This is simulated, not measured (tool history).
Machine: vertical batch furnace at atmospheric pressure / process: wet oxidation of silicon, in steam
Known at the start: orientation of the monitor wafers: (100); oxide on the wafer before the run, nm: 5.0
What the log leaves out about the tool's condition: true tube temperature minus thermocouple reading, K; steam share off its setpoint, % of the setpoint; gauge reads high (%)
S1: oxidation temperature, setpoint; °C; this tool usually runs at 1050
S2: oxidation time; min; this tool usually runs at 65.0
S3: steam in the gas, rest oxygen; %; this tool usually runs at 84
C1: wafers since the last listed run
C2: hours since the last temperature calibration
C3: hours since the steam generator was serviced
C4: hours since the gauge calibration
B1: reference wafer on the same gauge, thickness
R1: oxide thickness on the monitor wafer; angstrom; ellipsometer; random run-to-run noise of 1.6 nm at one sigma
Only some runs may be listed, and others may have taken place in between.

run,hour,S1,S2,S3,C1,C2,C3,C4,B1,R1
1,0.0,1050,65.0,84,0,2681.9,1390.5,342.1,490.98,4936.9
2,35.9,1050,89.0,93,518,2717.8,1426.4,378.0,491.11,6350.7
3,63.0,1050,89.0,93,391,2744.9,1453.5,405.1,491.07,6348.2
4,78.4,1050,40.5,80,222,2760.3,1468.9,420.5,490.49,3557.4
5,99.5,1050,40.5,80,304,2781.4,1490.0,441.6,490.74,3554.4
6,112.5,1050,40.5,80,187,2794.4,1503.0,454.6,491.59,3549.3
7,130.8,1050,65.0,84,264,2812.7,1521.3,472.9,490.83,4893.0
# hour 171.7: thermocouples replaced and temperature profile calibrated
8,172.2,1050,65.0,84,251,0.5,1562.7,514.3,491.25,4909.1
9,177.9,1050,65.0,84,82,6.2,1568.4,520.0,490.41,4925.3
10,202.4,1050,65.0,84,353,30.7,1592.9,544.5,490.62,4908.0
11,228.3,1040,80.5,84,374,56.6,1618.8,570.4,490.94,5257.5
12,244.4,1040,80.5,84,232,72.7,1634.9,586.5,490.76,5297.4
13,261.4,1050,65.0,78,245,89.7,1651.9,603.5,490.48,4673.3
14,281.4,1050,65.0,84,288,109.7,1671.9,623.5,490.37,4875.2
# hour 285.3: gauge calibrated
15,311.5,1050,40.5,80,434,139.8,1702.0,26.2,491.13,3539.4
# hour 348.7: steam generator serviced
16,349.2,1074,92.0,91,197,177.5,0.5,63.9,490.61,7406.1
17,364.3,1032,91.0,84,218,192.6,15.6,79.0,491.46,5764.5
18,380.0,1050,50.5,84,226,208.3,31.3,94.7,490.94,4412.1
19,392.9,1050,65.0,84,186,221.2,44.2,107.6,491.95,5141.6
20,424.3,1037,78.5,89,453,252.6,75.6,139.0,491.06,5606.4
21,443.5,1050,65.0,84,277,271.8,94.8,158.2,490.99,5144.4
22,469.2,1050,65.0,84,371,297.5,120.5,183.9,491.23,5149.9
23,496.5,1057,96.0,94,394,324.8,147.8,211.2,491.87,7180.5
24,526.8,1050,89.5,88,437,355.1,178.1,241.5,490.75,6431.2

Below are 4 alternative next runs, each starting from the tool's condition after run 24. Predict each:
A,532.6,1050,90.0,84,83,360.9,183.9,247.3,?,?
B,532.6,1050,65.0,94,83,360.9,183.9,247.3,?,?
C,532.6,1070,44.0,81,83,360.9,183.9,247.3,?,?
D,532.6,1066,96.0,80,83,360.9,183.9,247.3,?,?

run,B1,R1
A,490.45,6250.2
B,490.45,5505.2
C,490.45,4411.3
D,490.45,6795.3
The same runs, with their run-to-run variation unchanged, on a tool lacking any hidden condition would have given:
run,R1
A,6286.6
B,5537.7
C,4437.4
D,6833.7
